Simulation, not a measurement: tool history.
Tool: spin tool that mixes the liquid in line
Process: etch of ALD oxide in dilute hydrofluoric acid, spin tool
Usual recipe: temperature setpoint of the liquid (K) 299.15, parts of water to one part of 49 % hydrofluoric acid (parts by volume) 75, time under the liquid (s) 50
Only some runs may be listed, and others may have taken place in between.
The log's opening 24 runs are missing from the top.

run	day	temperature setpoint of the liquid (K)	parts of water to one part of 49 % hydrofluoric acid (parts by volume)	time under the liquid (s)	read-back film thickness of the ALD oxide reference wafer, read on the same gauge (nm)	thickness taken off the ALD oxide on a monitor wafer (angstrom)
25	13.004	299.15	110	50	70.03	121.2
26	13.4	299.15	100	50	70	134.9
27	14.054	299.15	75	75	69.99	277.1
# day 14.146: gauge calibrated
28	14.308	299.15	75	50	70	184.5
29	14.921	299.15	75	50	69.99	184
30	15.388	295.65	40	70	70	439.3
31	16.046	299.15	75	50	69.99	184.6
32	16.55	299.15	90	50	70.01	151.3
33	17.479	299.15	75	65	70	240.8
34	17.992	299.15	95	35	70	100
35	18.292	299.15	75	60	69.99	221.5
36	18.988	303.65	65	50	69.99	258.4

Here are 3 independent what-if runs from the current tool condition. What would each one return?
A	19.004	299.15	75	35	?	?
B	19.004	301.15	60	20	?	?
C	19.004	299.15	55	20	?	?

run	read-back film thickness of the ALD oxide reference wafer, read on the same gauge (nm)	thickness taken off the ALD oxide on a monitor wafer (angstrom)
A	70	129.2
B	70	102
C	70	103.4
With the hidden condition removed and each run's random variation left untouched, the same runs would have given:
run	thickness taken off the ALD oxide on a monitor wafer (angstrom)
A	128.2
B	101.2
C	102.7

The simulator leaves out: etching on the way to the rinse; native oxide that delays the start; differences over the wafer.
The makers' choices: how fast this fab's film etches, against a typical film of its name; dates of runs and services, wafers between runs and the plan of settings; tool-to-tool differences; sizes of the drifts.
